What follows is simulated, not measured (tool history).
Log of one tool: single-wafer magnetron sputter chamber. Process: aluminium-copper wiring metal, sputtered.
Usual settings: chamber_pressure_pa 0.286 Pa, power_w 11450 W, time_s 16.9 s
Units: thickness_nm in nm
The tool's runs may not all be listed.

run,hour,chamber_pressure_pa,power_w,time_s,wafers since the last listed run,wafers on the sputter target,hours since the last manometer calibration,hours since the magnet pack was replaced,hours since the gauge calibration,"read-back reference wafer on the same gauge, thickness_nm",thickness_nm
1,0.0,0.310,11450,16.9,0,1688,2369.9,5575.0,12.1,353.102,399.971
2,81.5,0.286,11450,16.9,1118,2807,2451.4,5656.5,93.6,353.035,405.231
3,95.7,0.286,11450,16.9,194,3002,2465.6,5670.7,107.8,353.054,404.129
4,109.7,0.286,11450,16.9,192,3195,2479.6,5684.7,121.8,353.051,403.473
5,126.6,0.286,11450,16.9,232,3427,2496.5,5701.6,138.7,353.029,404.705
6,157.6,0.286,9450,16.9,425,3852,2527.5,5732.6,169.7,352.891,357.284
7,193.0,0.286,11450,16.9,485,4338,2562.9,5768.0,205.1,352.953,404.008
8,211.8,0.286,11450,16.9,258,4596,2581.7,5786.8,223.9,353.015,402.900
9,233.6,0.286,10200,16.9,299,4895,2603.5,5808.6,245.7,352.841,371.947
10,246.4,0.286,10200,16.9,175,5071,2616.3,5821.4,258.5,353.220,373.566
# hour 323.6: capacitance manometer re-zeroed and calibrated
11,324.1,0.286,11450,16.9,956,6028,0.5,5899.1,336.2,352.907,410.566
12,358.8,0.286,11450,16.9,476,6504,35.2,5933.8,370.9,353.177,410.852
13,376.0,0.286,11450,16.9,236,6741,52.4,5951.0,388.1,352.874,410.280
14,443.7,0.286,10550,15.7,929,7670,120.1,6018.7,455.8,352.845,359.670
# hour 461.0: sputter target and shields replaced
# hour 465.9: gauge calibrated
15,477.2,0.286,11450,16.9,350,223,153.6,6052.2,11.3,353.121,414.529
16,512.8,0.286,10400,18.5,488,711,189.2,6087.8,46.9,353.219,424.582
17,547.1,0.286,11450,16.9,470,1182,223.5,6122.1,81.2,352.865,412.992
# hour 570.4: magnet pack replaced
18,581.1,0.387,11450,20.1,356,1539,257.5,10.7,115.2,352.988,464.977
19,596.9,0.234,11450,18.4,216,1756,273.3,26.5,131.0,352.980,463.492
20,617.3,0.286,11450,16.9,280,2036,293.7,46.9,151.4,353.241,411.909
21,644.0,0.223,9200,19.8,366,2403,320.4,73.6,178.1,353.061,434.677
22,669.0,0.210,13000,18.8,343,2746,345.4,98.6,203.1,352.984,521.393
23,688.5,0.372,10750,17.9,267,3014,364.9,118.1,222.6,353.043,396.889
24,702.6,0.286,13900,16.9,193,3207,379.0,132.2,236.7,353.076,469.637
25,720.8,0.180,11450,14.1,249,3457,397.2,150.4,254.9,352.972,363.566
26,733.8,0.286,11450,16.9,178,3635,410.2,163.4,267.9,353.027,408.707

Hidden state or all else? Some run-to-run changes of thickness_nm, split into what the settings, what came in and random variation would give without the hidden state, and what is left for the hidden state (with any gauge scatter that isn't in both results):
The hidden state here: deposition rate above that of a new target (%); true argon pressure above the setpoint (%); gauge reads high (%).
Run 10 -> 11: power_w 10200 -> 11450, capacitance manometer re-zeroed and calibrated. thickness_nm +37.000 nm: hidden state +7.560, all else +29.440.
Run 14 -> 15: power_w 10550 -> 11450, time_s 15.7 -> 16.9, sputter target and shields replaced, gauge calibrated. thickness_nm +54.859 nm: hidden state +5.487, all else +49.372.
Run 22 -> 23: chamber_pressure_pa 0.210 -> 0.372, power_w 13000 -> 10750, time_s 18.8 -> 17.9. thickness_nm -124.504 nm: hidden state -0.480, all else -124.024.
Run 24 -> 25: chamber_pressure_pa 0.286 -> 0.180, power_w 13900 -> 11450, time_s 16.9 -> 14.1. thickness_nm -106.071 nm: hidden state +2.621, all else -108.692.

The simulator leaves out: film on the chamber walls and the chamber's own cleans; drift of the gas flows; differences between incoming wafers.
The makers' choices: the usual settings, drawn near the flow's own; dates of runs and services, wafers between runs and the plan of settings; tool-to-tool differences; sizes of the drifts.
